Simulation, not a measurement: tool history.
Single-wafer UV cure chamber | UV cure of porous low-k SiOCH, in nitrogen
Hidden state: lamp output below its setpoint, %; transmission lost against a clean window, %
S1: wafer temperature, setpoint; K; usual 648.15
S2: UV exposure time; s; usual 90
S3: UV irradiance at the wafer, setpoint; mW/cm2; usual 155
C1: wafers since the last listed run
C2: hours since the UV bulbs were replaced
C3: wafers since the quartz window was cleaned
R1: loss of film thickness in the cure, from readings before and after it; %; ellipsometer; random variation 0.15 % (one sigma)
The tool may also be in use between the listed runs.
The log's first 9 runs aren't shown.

run	hour	S1	S2	S3	C1	C2	C3	R1
10	118.8	648.15	90	155	146	2932.1	1389	8.047
11	130.4	648.15	90	155	109	2943.7	1498	7.845
12	137.6	648.15	90	155	68	2950.9	1566	7.948
13	154.1	648.15	90	155	155	2967.4	1722	8.219
14	170.1	648.15	90	155	151	2983.4	1874	7.853
15	181.1	648.15	90	155	103	2994.4	1978	8.001
# hour 193.4: UV bulbs replaced
16	193.9	666.15	40	122	45	0.5	2023	4.299
17	200.5	648.15	90	175	62	7.1	2085	8.169
18	210.0	661.15	90	155	89	16.6	2175	7.982
# hour 227.9: quartz window cleaned
19	228.4	643.15	90	192	98	35.0	5	9.031
20	234.5	666.15	70	170	57	41.1	62	8.283
21	242.6	648.15	65	142	76	49.2	139	6.850
22	260.2	648.15	90	155	166	66.8	305	8.202
23	270.2	633.15	140	115	94	76.8	400	8.764
24	279.0	668.15	140	142	83	85.6	483	9.917
25	295.2	648.15	135	155	153	101.8	636	9.970
26	304.3	648.15	140	155	85	110.9	722	9.845
27	322.2	655.15	120	155	169	128.8	891	9.310
28	365.5	648.15	90	155	409	172.1	1300	8.007
29	372.8	664.15	105	155	68	179.4	1369	8.821
30	385.1	648.15	90	155	116	191.7	1485	7.768
31	402.4	648.15	60	155	163	209.0	1649	6.581

4 ways to go on from here, each from the tool as it stands after run 31. What would each give?
A	402.9	648.15	145	155	4	209.5	1654	?
B	402.9	655.15	40	137	4	209.5	1654	?
C	402.9	636.15	90	125	4	209.5	1654	?
D	402.9	648.15	145	191	4	209.5	1654	?

run	R1
A	9.794
B	4.719
C	6.923
D	10.654
Without the tool's hidden state the same runs would have given:
run	R1
A	10.363
B	5.168
C	7.437
D	11.237
